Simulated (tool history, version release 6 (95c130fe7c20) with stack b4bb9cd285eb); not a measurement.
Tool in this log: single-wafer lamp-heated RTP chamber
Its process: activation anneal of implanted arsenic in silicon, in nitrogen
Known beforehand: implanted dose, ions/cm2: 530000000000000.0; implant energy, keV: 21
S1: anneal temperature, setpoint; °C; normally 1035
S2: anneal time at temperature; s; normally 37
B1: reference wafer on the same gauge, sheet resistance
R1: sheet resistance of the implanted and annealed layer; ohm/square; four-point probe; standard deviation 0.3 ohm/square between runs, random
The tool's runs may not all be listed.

| run | hour | S1 | S2 | B1 | R1 |
|---|---|---|---|---|---|
| 1 | 0.0 | 1035 | 37 | 210.89 | 200.57 |
| 2 | 14.5 | 1035 | 37 | 210.71 | 200.33 |
| 3 | 21.5 | 1035 | 37 | 210.61 | 200.24 |
| 4 | 38.5 | 1035 | 37 | 210.53 | 200.50 |
| 5 | 49.3 | 1035 | 37 | 210.35 | 199.98 |
| 6 | 66.5 | 1017 | 37 | 210.31 | 203.41 |
| 7 | 78.0 | 1017 | 37 | 210.15 | 202.85 |
| 8 | 92.1 | 1035 | 37 | 209.96 | 199.65 |
|  | 113.7 | reflector plate cleaned |
| 9 | 114.2 | 1035 | 37 | 209.66 | 199.30 |
| 10 | 117.7 | 1035 | 37 | 209.65 | 199.27 |
| 11 | 126.7 | 1058 | 37 | 209.50 | 193.85 |
| 12 | 133.8 | 1035 | 45 | 209.58 | 197.01 |
|  | 147.0 | pyrometer window cleaned and pyrometer calibrated |
| 13 | 147.5 | 1035 | 37 | 209.30 | 199.10 |
| 14 | 152.9 | 1023 | 26 | 209.21 | 204.19 |
| 15 | 166.3 | 1009 | 49 | 208.97 | 201.39 |
| 16 | 174.6 | 1010 | 53 | 208.90 | 200.76 |
| 17 | 192.5 | 1010 | 53 | 208.58 | 199.91 |
|  | 198.0 | gauge calibrated |
| 18 | 210.0 | 1046 | 28 | 210.56 | 200.21 |
| 19 | 217.1 | 1035 | 37 | 210.63 | 199.84 |
| 20 | 232.4 | 1035 | 52 | 210.55 | 196.75 |
| 21 | 249.5 | 1035 | 37 | 210.54 | 200.15 |

Consider 4 possible next runs. They are alternatives, not a sequence: every one starts from the tool as it was left by run 21. What does each give?
| A | 249.9 | 1043 | 37 | ? | ? |
| B | 249.9 | 1015 | 46 | ? | ? |
| C | 249.9 | 1024 | 45 | ? | ? |
| D | 249.9 | 1013 | 26 | ? | ? |

| run | B1 | R1 |
|---|---|---|
| A | 210.51 | 198.75 |
| B | 210.51 | 202.61 |
| C | 210.51 | 201.00 |
| D | 210.51 | 207.25 |
With no hidden state in the tool, these same runs would have given:
| run | R1 |
|---|---|
| A | 199.21 |
| B | 203.07 |
| C | 201.47 |
| D | 207.73 |
